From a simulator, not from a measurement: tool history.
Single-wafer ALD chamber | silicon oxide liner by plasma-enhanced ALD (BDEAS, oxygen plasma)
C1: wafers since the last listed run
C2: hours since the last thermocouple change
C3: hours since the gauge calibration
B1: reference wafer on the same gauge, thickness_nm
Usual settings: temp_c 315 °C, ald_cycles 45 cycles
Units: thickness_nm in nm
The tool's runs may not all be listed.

Run 1, day 0.000: usual settings but ald_cycles 47 cycles; C1 0; C2 2374.4; C3 46.7; B1 3.180. Result: thickness_nm 3.872 nm.
Run 2, day 0.583: usual settings but ald_cycles 47 cycles; C1 148; C2 2388.4; C3 60.7; B1 3.178. Result: thickness_nm 3.881 nm.
Run 3, day 1.050: usual settings but ald_cycles 41 cycles; C1 118; C2 2399.6; C3 71.9; B1 3.186. Result: thickness_nm 3.389 nm.
Run 4, day 1.438: usual settings but ald_cycles 41 cycles; C1 98; C2 2408.9; C3 81.2; B1 3.181. Result: thickness_nm 3.376 nm.
Run 5, day 2.004: usual settings but temp_c 310 °C, ald_cycles 49 cycles; C1 143; C2 2422.5; C3 94.8; B1 3.183. Result: thickness_nm 4.075 nm.
Run 6, day 2.533: usual settings but temp_c 310 °C, ald_cycles 49 cycles; C1 134; C2 2435.2; C3 107.5; B1 3.183. Result: thickness_nm 4.053 nm.
Run 7, day 3.129: usual settings; C1 151; C2 2449.5; C3 121.8; B1 3.181. Result: thickness_nm 3.734 nm.
Run 8, day 3.446: usual settings; C1 80; C2 2457.1; C3 129.4; B1 3.177. Result: thickness_nm 3.706 nm.
At day 3.788: gauge calibrated.
Run 9, day 4.571: usual settings; C1 285; C2 2484.1; C3 18.8; B1 3.186. Result: thickness_nm 3.722 nm.
Run 10, day 5.438: usual settings; C1 220; C2 2504.9; C3 39.6; B1 3.179. Result: thickness_nm 3.724 nm.
Run 11, day 6.100: usual settings but temp_c 308 °C, ald_cycles 51 cycles; C1 168; C2 2520.8; C3 55.5; B1 3.180. Result: thickness_nm 4.246 nm.
Run 12, day 6.679: usual settings but temp_c 328 °C, ald_cycles 41 cycles; C1 147; C2 2534.7; C3 69.4; B1 3.182. Result: thickness_nm 3.322 nm.
At day 7.642: thermocouple changed; heater temperature recalibrated.
Run 13, day 7.662: usual settings; C1 165; C2 0.5; C3 93.0; B1 3.184. Result: thickness_nm 3.702 nm.
Run 14, day 8.038: usual settings but temp_c 324 °C, ald_cycles 47 cycles; C1 95; C2 9.5; C3 102.0; B1 3.186. Result: thickness_nm 3.844 nm.

Forecast run 15:
Run 15, day 8.675: usual settings but temp_c 323 °C, ald_cycles 52 cycles; C1 161; C2 24.8; C3 117.3; B1 ?. Result: thickness_nm ?.

{"run 15": {"B1": 3.178, "thickness_nm": 4.251}}
Without the tool's hidden state the same run would have given thickness_nm 4.251 nm.

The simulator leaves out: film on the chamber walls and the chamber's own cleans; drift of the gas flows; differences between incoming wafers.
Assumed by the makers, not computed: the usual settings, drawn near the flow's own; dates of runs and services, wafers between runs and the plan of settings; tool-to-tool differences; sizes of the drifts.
